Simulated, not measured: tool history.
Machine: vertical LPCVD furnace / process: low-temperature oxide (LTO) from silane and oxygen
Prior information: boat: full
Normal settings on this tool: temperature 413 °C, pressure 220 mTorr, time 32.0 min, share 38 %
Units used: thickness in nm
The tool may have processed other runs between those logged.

run	day	temperature	pressure	time	share	read-back reference wafer on the same gauge, thickness	thickness
1	0.000	413	220	32.0	38	295.00	386.77
2	0.283	413	220	42.0	36	295.04	474.69
# day 2.783: pressure gauge zeroed
3	2.804	409	220	32.0	41	294.96	387.01
4	2.992	409	220	32.0	41	295.12	387.51
5	3.179	409	220	32.0	41	294.97	388.01
6	3.696	413	220	32.0	38	294.86	369.19
7	4.304	413	220	32.0	38	295.16	369.83
8	4.792	402	220	32.0	32	295.04	262.75
9	5.238	413	200	32.0	38	295.05	336.26
10	5.879	403	190	38.5	41	294.90	378.69
11	6.267	413	255	23.0	38	295.18	309.54
12	6.638	413	180	32.0	38	294.97	302.80
# day 7.746: thermocouples replaced and temperature profile calibrated
13	7.767	413	220	32.0	38	294.97	352.99
14	7.996	417	205	36.5	38	295.15	390.04
15	8.721	422	220	44.5	45	294.99	645.00
16	9.175	413	220	20.5	38	294.98	226.14
# day 10.325: gauge calibrated
# day 10.854: silane flow controller replaced
17	10.875	419	250	20.5	38	295.05	272.63
18	11.062	413	220	32.0	38	294.90	351.90
19	11.250	423	220	32.0	38	294.95	392.11
20	11.525	413	220	32.0	38	295.12	351.21

Run 21 comes next. What will it give?
21	12.054	413	220	32.0	38	?	?

Run 21 came out at read-back reference wafer on the same gauge, thickness 295.07, thickness 352.54 nm.
Minus the tool's unlogged condition, the same run would have read thickness 350.08 nm.
